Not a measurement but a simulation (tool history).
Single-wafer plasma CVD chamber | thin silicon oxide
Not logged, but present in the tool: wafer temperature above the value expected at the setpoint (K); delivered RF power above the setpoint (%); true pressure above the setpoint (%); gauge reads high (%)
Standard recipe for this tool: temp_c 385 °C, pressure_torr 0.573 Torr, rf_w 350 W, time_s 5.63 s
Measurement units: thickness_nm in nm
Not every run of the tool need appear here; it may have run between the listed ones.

| run | hour | temp_c | pressure_torr | rf_w | time_s | wafers since the last listed run | hours since the last thermocouple change | hours since the last RF generator calibration | hours since the last manometer calibration | hours since the showerhead was replaced | hours since the gauge calibration | read-back reference wafer on the same gauge, thickness_nm | thickness_nm |
|---|---|---|---|---|---|---|---|---|---|---|---|---|---|
| 1 | 0.0 | 385 | 0.573 | 310 | 5.63 | 0 | 1596.9 | 1482.7 | 2111.3 | 6734.9 | 452.0 | 6.552 | 6.805 |
| 2 | 69.5 | 385 | 0.573 | 310 | 5.63 | 1722 | 1666.4 | 1552.2 | 2180.8 | 6804.4 | 521.5 | 6.560 | 6.766 |
| 3 | 125.2 | 385 | 0.573 | 350 | 5.96 | 1380 | 1722.1 | 1607.9 | 2236.5 | 6860.1 | 577.2 | 6.548 | 7.626 |
|  | 152.0 | showerhead replaced |
| 4 | 160.4 | 385 | 0.573 | 350 | 5.96 | 674 | 1757.3 | 1643.1 | 2271.7 | 8.4 | 612.4 | 6.556 | 7.635 |
|  | 197.3 | RF generator calibrated |
| 5 | 197.8 | 385 | 0.573 | 350 | 5.96 | 728 | 1794.7 | 0.5 | 2309.1 | 45.8 | 649.8 | 6.561 | 7.564 |
| 6 | 266.5 | 378 | 0.573 | 350 | 5.63 | 1702 | 1863.4 | 69.2 | 2377.8 | 114.5 | 718.5 | 6.553 | 7.210 |
| 7 | 330.6 | 378 | 0.573 | 350 | 5.63 | 1588 | 1927.5 | 133.3 | 2441.9 | 178.6 | 782.6 | 6.559 | 7.232 |
| 8 | 355.1 | 394 | 0.573 | 350 | 5.63 | 607 | 1952.0 | 157.8 | 2466.4 | 203.1 | 807.1 | 6.561 | 7.195 |
|  | 365.7 | capacitance manometer re-zeroed and calibrated |
| 9 | 396.7 | 385 | 0.573 | 350 | 5.63 | 832 | 1993.6 | 199.4 | 31.0 | 244.7 | 848.7 | 6.550 | 7.468 |
| 10 | 444.9 | 385 | 0.573 | 350 | 4.85 | 1194 | 2041.8 | 247.6 | 79.2 | 292.9 | 896.9 | 6.553 | 6.427 |
| 11 | 496.1 | 371 | 0.441 | 350 | 5.63 | 1268 | 2093.0 | 298.8 | 130.4 | 344.1 | 948.1 | 6.569 | 5.859 |
| 12 | 529.1 | 385 | 0.490 | 350 | 4.62 | 817 | 2126.0 | 331.8 | 163.4 | 377.1 | 981.1 | 6.560 | 5.282 |
| 13 | 556.5 | 400 | 0.573 | 280 | 5.63 | 679 | 2153.4 | 359.2 | 190.8 | 404.5 | 1008.5 | 6.559 | 6.685 |
| 14 | 603.7 | 385 | 0.573 | 350 | 5.12 | 1169 | 2200.6 | 406.4 | 238.0 | 451.7 | 1055.7 | 6.564 | 6.799 |
|  | 621.2 | gauge calibrated |
| 15 | 668.2 | 376 | 0.636 | 290 | 5.63 | 1598 | 2265.1 | 470.9 | 302.5 | 516.2 | 47.0 | 6.561 | 7.613 |
| 16 | 703.9 | 385 | 0.573 | 350 | 5.63 | 884 | 2300.8 | 506.6 | 338.2 | 551.9 | 82.7 | 6.563 | 7.411 |
| 17 | 743.0 | 385 | 0.573 | 350 | 5.63 | 969 | 2339.9 | 545.7 | 377.3 | 591.0 | 121.8 | 6.561 | 7.414 |
| 18 | 781.4 | 371 | 0.526 | 350 | 6.21 | 951 | 2378.3 | 584.1 | 415.7 | 629.4 | 160.2 | 6.557 | 7.526 |
| 19 | 883.2 | 385 | 0.573 | 350 | 5.63 | 2523 | 2480.1 | 685.9 | 517.5 | 731.2 | 262.0 | 6.554 | 7.342 |
| 20 | 909.4 | 372 | 0.526 | 320 | 4.60 | 649 | 2506.3 | 712.1 | 543.7 | 757.4 | 288.2 | 6.568 | 5.384 |
|  | 950.6 | thermocouple changed; heater temperature recalibrated |
| 21 | 960.6 | 385 | 0.573 | 350 | 5.63 | 1070 | 10.0 | 763.3 | 594.9 | 808.6 | 339.4 | 6.567 | 7.294 |
| 22 | 1014.2 | 372 | 0.676 | 375 | 5.63 | 1328 | 63.6 | 816.9 | 648.5 | 862.2 | 393.0 | 6.566 | 8.994 |
| 23 | 1077.9 | 376 | 0.706 | 350 | 5.63 | 1578 | 127.3 | 880.6 | 712.2 | 925.9 | 456.7 | 6.558 | 8.932 |
| 24 | 1122.8 | 371 | 0.573 | 300 | 5.63 | 1112 | 172.2 | 925.5 | 757.1 | 970.8 | 501.6 | 6.567 | 6.926 |
| 25 | 1149.4 | 396 | 0.573 | 400 | 4.73 | 659 | 198.8 | 952.1 | 783.7 | 997.4 | 528.2 | 6.561 | 6.373 |
| 26 | 1191.0 | 385 | 0.674 | 320 | 5.63 | 1031 | 240.4 | 993.7 | 825.3 | 1039.0 | 569.8 | 6.567 | 8.248 |
| 27 | 1261.0 | 379 | 0.443 | 405 | 6.06 | 1734 | 310.4 | 1063.7 | 895.3 | 1109.0 | 639.8 | 6.557 | 6.493 |
| 28 | 1301.4 | 385 | 0.684 | 385 | 6.57 | 1001 | 350.8 | 1104.1 | 935.7 | 1149.4 | 680.2 | 6.565 | 10.416 |
| 29 | 1337.3 | 372 | 0.573 | 350 | 5.63 | 889 | 386.7 | 1140.0 | 971.6 | 1185.3 | 716.1 | 6.551 | 7.346 |

Here are 4 independent what-if runs from the current tool condition. What would each one return?
| A | 1337.7 | 385 | 0.573 | 350 | 5.63 | 9 | 387.1 | 1140.4 | 972.0 | 1185.7 | 716.5 | ? | ? |
| B | 1337.7 | 385 | 0.573 | 350 | 4.54 | 9 | 387.1 | 1140.4 | 972.0 | 1185.7 | 716.5 | ? | ? |
| C | 1337.7 | 393 | 0.529 | 310 | 5.12 | 9 | 387.1 | 1140.4 | 972.0 | 1185.7 | 716.5 | ? | ? |
| D | 1337.7 | 385 | 0.444 | 350 | 5.63 | 9 | 387.1 | 1140.4 | 972.0 | 1185.7 | 716.5 | ? | ? |

| run | read-back reference wafer on the same gauge, thickness_nm | thickness_nm |
|---|---|---|
| A | 6.564 | 7.326 |
| B | 6.564 | 5.910 |
| C | 6.564 | 5.828 |
| D | 6.564 | 5.712 |
With the hidden condition removed and each run's random variation left untouched, the same runs would have given:
| run | thickness_nm |
|---|---|
| A | 7.547 |
| B | 6.088 |
| C | 6.003 |
| D | 5.898 |
